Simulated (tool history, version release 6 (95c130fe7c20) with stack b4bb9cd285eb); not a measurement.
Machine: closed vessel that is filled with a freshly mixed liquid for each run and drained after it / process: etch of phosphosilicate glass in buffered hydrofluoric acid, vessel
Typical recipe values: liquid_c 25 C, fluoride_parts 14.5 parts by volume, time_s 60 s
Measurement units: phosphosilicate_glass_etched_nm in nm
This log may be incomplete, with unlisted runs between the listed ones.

run	hour	liquid_c	fluoride_parts	time_s	read-back film thickness of the phosphosilicate glass reference wafer, read on the same gauge (nm)	phosphosilicate_glass_etched_nm
1	0	28.5	14.5	60	59.31	261.33
# hour 27.6: hydrofluoric acid flow meter replaced
2	58.7	25	14.5	60	59.12	220.64
3	128.9	25	14.5	60	58.99	221.67
4	200.8	24	14.5	60	58.75	208.4
5	258.4	25	14.5	40	58.64	144.55
6	321.2	25	14.5	40	58.53	146.71
7	380.8	25	14.5	40	58.32	147.31
# hour 392.2: hydrofluoric acid flow meter replaced
# hour 415.2: thermometer replaced
8	436.2	25	14.5	60	58.2	215.3
9	468.6	25	14.5	60	58.15	216.88
10	507.9	25	14.5	60	58.06	216.45
11	567.6	25	14.5	60	57.93	214.85
12	633.7	25	9	60	57.8	327.15
# hour 653.5: gauge calibrated
13	684.4	25	10.5	60	59.88	306.38
14	746.2	22	10.5	60	59.75	259.8
# hour 782.2: hydrofluoric acid flow meter replaced
15	801.1	28.5	19.5	90	59.58	299.51
16	869.8	25	10	60	59.39	321.99
17	952.1	25	14.5	60	59.15	221.17
18	1014.7	25	14.5	45	59.09	164.14
19	1045.6	25	14.5	60	59.01	219.13
20	1090.2	28	11.5	60	58.88	318.71
21	1139.7	25	14.5	45	58.74	164.02
# hour 1188.6: hydrofluoric acid flow meter replaced
22	1199.6	25	14.5	60	58.66	220.12

The tool's hidden state at each run:
liquid hotter than its thermometer reads (K): 0 in every run
hydrofluoric acid flow below the setpoint (%): 0 in every run
H1: gauge reads high (%)
run	H1
1	-1.21
2	-1.44
3	-1.72
4	-2.01
5	-2.24
6	-2.49
7	-2.73
8	-2.95
9	-3.08
10	-3.24
11	-3.48
12	-3.74
13	-0.248
14	-0.495
15	-0.715
16	-0.99
17	-1.32
18	-1.57
19	-1.69
20	-1.87
21	-2.07
22	-2.31
